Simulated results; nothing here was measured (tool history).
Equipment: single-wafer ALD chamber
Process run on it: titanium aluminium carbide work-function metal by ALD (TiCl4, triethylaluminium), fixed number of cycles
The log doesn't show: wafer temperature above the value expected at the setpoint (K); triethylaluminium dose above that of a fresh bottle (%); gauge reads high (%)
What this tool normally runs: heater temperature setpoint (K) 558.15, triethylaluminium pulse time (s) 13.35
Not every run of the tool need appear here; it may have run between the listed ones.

| run | day | heater temperature setpoint (K) | triethylaluminium pulse time (s) | wafers since the last listed run | hours since the last thermocouple change | hours since the last triethylaluminium bottle change | hours since the showerhead was replaced | hours since the gauge calibration | read-back reference wafer on the same gauge, thickness_nm | mean film thickness on the monitor wafer (nm) |
|---|---|---|---|---|---|---|---|---|---|---|
| 1 | 0.000 | 558.15 | 13.35 | 0 | 529.2 | 181.9 | 5316.4 | 742.8 | 1.906 | 2.070 |
| 2 | 1.850 | 558.15 | 13.35 | 508 | 573.6 | 226.3 | 5360.8 | 787.2 | 1.911 | 2.059 |
| 3 | 4.258 | 558.15 | 13.35 | 661 | 631.4 | 284.1 | 5418.6 | 845.0 | 1.914 | 2.090 |
| 4 | 8.438 | 558.15 | 13.35 | 1148 | 731.7 | 384.4 | 5518.9 | 945.3 | 1.910 | 2.072 |
| 5 | 12.504 | 558.15 | 13.35 | 1117 | 829.3 | 482.0 | 5616.5 | 1042.9 | 1.909 | 2.065 |
| 6 | 18.879 | 558.15 | 13.35 | 1751 | 982.3 | 635.0 | 5769.5 | 1195.9 | 1.908 | 2.074 |
| 7 | 20.846 | 558.15 | 13.35 | 540 | 1029.5 | 682.2 | 5816.7 | 1243.1 | 1.914 | 2.070 |
| 8 | 23.288 | 558.15 | 13.35 | 671 | 1088.1 | 740.8 | 5875.3 | 1301.7 | 1.909 | 2.096 |
|  | 24.762 | thermocouple changed; heater temperature recalibrated |
| 9 | 25.529 | 558.15 | 15.04 | 524 | 18.4 | 794.6 | 5929.1 | 1355.5 | 1.910 | 2.043 |
| 10 | 27.333 | 558.15 | 10.07 | 495 | 61.7 | 837.9 | 5972.4 | 1398.8 | 1.907 | 1.974 |
| 11 | 30.283 | 558.15 | 13.35 | 810 | 132.5 | 908.7 | 6043.2 | 1469.6 | 1.905 | 2.036 |
| 12 | 33.979 | 558.15 | 13.35 | 1015 | 221.2 | 997.4 | 6131.9 | 1558.3 | 1.912 | 2.039 |
| 13 | 37.446 | 552.15 | 10.73 | 952 | 304.4 | 1080.6 | 6215.1 | 1641.5 | 1.915 | 1.942 |
|  | 37.983 | showerhead replaced |
| 14 | 41.821 | 544.15 | 11.72 | 1110 | 409.4 | 1185.6 | 92.1 | 1746.5 | 1.909 | 1.896 |
| 15 | 45.329 | 568.15 | 18.05 | 964 | 493.6 | 1269.8 | 176.3 | 1830.7 | 1.909 | 2.192 |
| 16 | 48.062 | 558.15 | 13.35 | 751 | 559.2 | 1335.4 | 241.9 | 1896.3 | 1.910 | 2.073 |
|  | 50.225 | gauge calibrated |
| 17 | 50.883 | 558.15 | 13.35 | 775 | 626.9 | 1403.1 | 309.6 | 15.8 | 1.911 | 2.068 |
| 18 | 52.696 | 552.15 | 13.35 | 498 | 670.4 | 1446.6 | 353.1 | 59.3 | 1.912 | 2.025 |
| 19 | 55.817 | 565.15 | 8.40 | 857 | 745.3 | 1521.5 | 428.0 | 134.2 | 1.908 | 2.006 |
| 20 | 59.071 | 558.15 | 13.35 | 894 | 823.4 | 1599.6 | 506.1 | 212.3 | 1.909 | 2.068 |
|  | 67.833 | triethylaluminium bottle replaced |
| 21 | 70.779 | 553.15 | 17.92 | 3125 | 1104.4 | 70.7 | 787.1 | 493.3 | 1.910 | 2.035 |
|  | 71.371 | thermocouple changed; heater temperature recalibrated |
| 22 | 73.725 | 558.15 | 13.35 | 717 | 56.5 | 141.4 | 857.8 | 564.0 | 1.909 | 2.035 |
| 23 | 84.808 | 567.15 | 10.17 | 3045 | 322.5 | 407.4 | 1123.8 | 830.0 | 1.909 | 2.060 |
| 24 | 86.312 | 566.15 | 8.03 | 413 | 358.6 | 443.5 | 1159.9 | 866.1 | 1.913 | 1.971 |
| 25 | 90.167 | 558.15 | 13.35 | 1059 | 451.1 | 536.0 | 1252.4 | 958.6 | 1.907 | 2.048 |

Alternative continuations, all from the tool just after run 25; predict every row:
| A | 90.183 | 558.15 | 8.52 | 4 | 451.5 | 536.4 | 1252.8 | 959.0 | ? | ? |
| B | 90.183 | 563.15 | 10.06 | 4 | 451.5 | 536.4 | 1252.8 | 959.0 | ? | ? |
| C | 90.183 | 550.15 | 10.51 | 4 | 451.5 | 536.4 | 1252.8 | 959.0 | ? | ? |
| D | 90.183 | 553.15 | 11.89 | 4 | 451.5 | 536.4 | 1252.8 | 959.0 | ? | ? |

| run | read-back reference wafer on the same gauge, thickness_nm | mean film thickness on the monitor wafer (nm) |
|---|---|---|
| A | 1.908 | 1.918 |
| B | 1.908 | 2.034 |
| C | 1.908 | 1.920 |
| D | 1.908 | 1.977 |
With the hidden condition removed and each run's random variation left untouched, the same runs would have given:
| run | mean film thickness on the monitor wafer (nm) |
|---|---|
| A | 1.881 |
| B | 1.996 |
| C | 1.882 |
| D | 1.938 |

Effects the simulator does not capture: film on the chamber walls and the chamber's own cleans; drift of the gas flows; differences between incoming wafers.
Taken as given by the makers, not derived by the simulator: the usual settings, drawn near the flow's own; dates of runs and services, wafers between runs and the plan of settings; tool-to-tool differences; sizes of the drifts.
